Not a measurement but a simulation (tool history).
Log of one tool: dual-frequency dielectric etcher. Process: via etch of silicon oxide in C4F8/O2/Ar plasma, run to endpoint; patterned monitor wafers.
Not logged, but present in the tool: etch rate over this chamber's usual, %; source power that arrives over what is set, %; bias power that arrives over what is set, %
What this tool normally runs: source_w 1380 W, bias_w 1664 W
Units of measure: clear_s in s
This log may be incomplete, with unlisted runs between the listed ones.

run   hour  source_w  bias_w  wafers since the last listed run  hours since the last wet clean  hours since the last source power generator calibration  hours since the last bias power generator calibration  hours since the last upper electrode change  incoming incoming film thickness, nm  clear_s
  1      0      1380    1664                                 0                           273.3                                                   3462.6                                                 1272.2                                       1789.5                                1202.8    297.7
  2   23.8      1380    1958                               150                           297.1                                                   3486.4                                                   1296                                       1813.3                                  1213    276.5
      66.4  -- wet clean of the chamber
  3  126.6      1380    1664                               498                            60.2                                                   3589.2                                                 1398.8                                       1916.1                                  1227    303.2
  4  162.3      1380    1664                               225                            95.9                                                   3624.9                                                 1434.5                                       1951.8                                1212.2    297.9
  5  186.3      1200    1664                               151                           119.9                                                   3648.9                                                 1458.5                                       1975.8                                1225.9    319.6
  6  209.9      1380    1664                               149                           143.5                                                   3672.5                                                 1482.1                                       1999.4                                1226.3    304.2
  7  301.7      1380    1664                               580                           235.3                                                   3764.3                                                 1573.9                                       2091.2                                1229.5    299.3
  8  331.2      1380    1664                               186                           264.8                                                   3793.8                                                 1603.4                                       2120.7                                  1225    298.5
  9  360.2      1380    1664                               183                           293.8                                                   3822.8                                                 1632.4                                       2149.7                                1220.3    299.1
 10  373.9      1380    1664                                86                           307.5                                                   3836.5                                                 1646.1                                       2163.4                                1224.3    292.3
     399.2  -- wet clean of the chamber
 11  399.7      1380    1664                                11                             0.5                                                   3862.3                                                 1671.9                                       2189.2                                1210.9    324.9
 12  417.1      1380    1664                               109                            17.9                                                   3879.7                                                 1689.3                                       2206.6                                1221.8    326.5
 13  450.1      1110    1906                               208                            50.9                                                   3912.7                                                 1722.3                                       2239.6                                  1216      331
     491.8  -- bias power generator calibrated
     509.9  -- wet clean of the chamber, repeated, since the last time left the tool worse
     548.8  -- source power generator calibrated
 14  549.3      1120    2049                               461                            39.4                                                      0.5                                                   57.5                                       2338.8                                1210.7    303.2
     581.3  -- upper electrode replaced
 15  581.8      1210    1938                                53                            71.9                                                       33                                                     90                                          0.5                                1217.9    302.5
 16  582.1      1670    2068                                 1                            72.2                                                     33.3                                                   90.3                                          0.8                                1216.3    262.8
 17  613.9      1380    1664                               200                             104                                                     65.1                                                  122.1                                         32.6                                1216.8    302.9
 18  636.2      1140    1863                               140                           126.3                                                     87.4                                                  144.4                                         54.9                                1210.1    306.1
 19  663.3      1380    1664                               171                           153.4                                                    114.5                                                  171.5                                           82                                1215.4    295.6
 20  686.7      1040    1664                               147                           176.8                                                    137.9                                                  194.9                                        105.4                                1211.7    326.1
 21  720.4      1380    1664                               212                           210.5                                                    171.6                                                  228.6                                        139.1                                1212.9    296.4
 22  751.9      1660    1380                               199                             242                                                    203.1                                                  260.1                                        170.6                                  1214    290.3
 23  773.4      1160    1322                               135                           263.5                                                    224.6                                                  281.6                                        192.1                                1216.3    335.1
 24  786.4      1380    1500                                82                           276.5                                                    237.6                                                  294.6                                        205.1                                1213.1    306.1

Give the tool's hidden conditions for every run:
source power that arrives over what is set, %: 0 in every run
bias power that arrives over what is set, %: 0 in every run
H1: etch rate over this chamber's usual, %
run     H1
  1   2.52
  2   2.75
  3   1.04
  4   1.38
  5   1.62
  6   1.85
  7   2.74
  8   3.02
  9   3.31
 10   3.44
 11  -6.47
 12   -6.3
 13  -5.98
 14  0.809
 15   1.12
 16   1.13
 17   1.44
 18   1.65
 19   1.92
 20   2.14
 21   2.47
 22   2.78
 23   2.99
 24   3.11

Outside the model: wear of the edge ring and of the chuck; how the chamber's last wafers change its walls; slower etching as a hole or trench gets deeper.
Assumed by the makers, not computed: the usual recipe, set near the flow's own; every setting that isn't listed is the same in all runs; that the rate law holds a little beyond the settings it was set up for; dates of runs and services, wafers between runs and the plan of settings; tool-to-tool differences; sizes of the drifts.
